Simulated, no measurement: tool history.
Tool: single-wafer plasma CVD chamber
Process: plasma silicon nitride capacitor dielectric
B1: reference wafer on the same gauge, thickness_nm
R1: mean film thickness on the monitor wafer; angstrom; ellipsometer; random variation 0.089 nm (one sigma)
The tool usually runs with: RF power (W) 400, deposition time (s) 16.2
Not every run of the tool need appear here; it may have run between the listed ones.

{"run": 1, "day": 0.0, "RF power (W)": 400, "deposition time (s)": 16.2, "B1": 24.793, "R1": 252.1}
{"run": 2, "day": 1.754, "RF power (W)": 400, "deposition time (s)": 16.2, "B1": 24.829, "R1": 251.56}
{"run": 3, "day": 4.417, "RF power (W)": 380, "deposition time (s)": 16.2, "B1": 24.782, "R1": 247.62}
{"run": 4, "day": 5.725, "RF power (W)": 350, "deposition time (s)": 16.2, "B1": 24.813, "R1": 238.85}
{"run": 5, "day": 6.912, "RF power (W)": 350, "deposition time (s)": 16.2, "B1": 24.796, "R1": 240.93}
{"run": 6, "day": 8.45, "RF power (W)": 360, "deposition time (s)": 16.2, "B1": 24.809, "R1": 241.26}
{"run": 7, "day": 10.429, "RF power (W)": 360, "deposition time (s)": 16.2, "B1": 24.768, "R1": 242.12}
{"run": 8, "day": 12.592, "RF power (W)": 400, "deposition time (s)": 13.8, "B1": 24.81, "R1": 214.46}
{"run": 9, "day": 19.396, "RF power (W)": 400, "deposition time (s)": 13.8, "B1": 24.807, "R1": 212.76}
{"run": 10, "day": 20.429, "RF power (W)": 450, "deposition time (s)": 19.2, "B1": 24.773, "R1": 309.64}
{"day": 23.158, "done": "showerhead replaced"}
{"run": 11, "day": 23.179, "RF power (W)": 335, "deposition time (s)": 19.4, "B1": 24.796, "R1": 280.07}
{"run": 12, "day": 25.279, "RF power (W)": 350, "deposition time (s)": 16.2, "B1": 24.781, "R1": 236.77}
{"run": 13, "day": 27.179, "RF power (W)": 475, "deposition time (s)": 15.3, "B1": 24.79, "R1": 250.57}
{"day": 28.308, "done": "gauge calibrated"}
{"run": 14, "day": 28.408, "RF power (W)": 360, "deposition time (s)": 16.2, "B1": 24.811, "R1": 238.76}

Run 15 has not been measured yet. What should we expect?
{"day": 30.675, "done": "RF generator calibrated"}
{"run": 15, "day": 30.696, "RF power (W)": 340, "deposition time (s)": 14.5, "B1": "?", "R1": "?"}

Run 15 came out at B1 24.843, R1 217.64 angstrom.
With no hidden state in the tool, this same run would have given R1 218.45 angstrom.
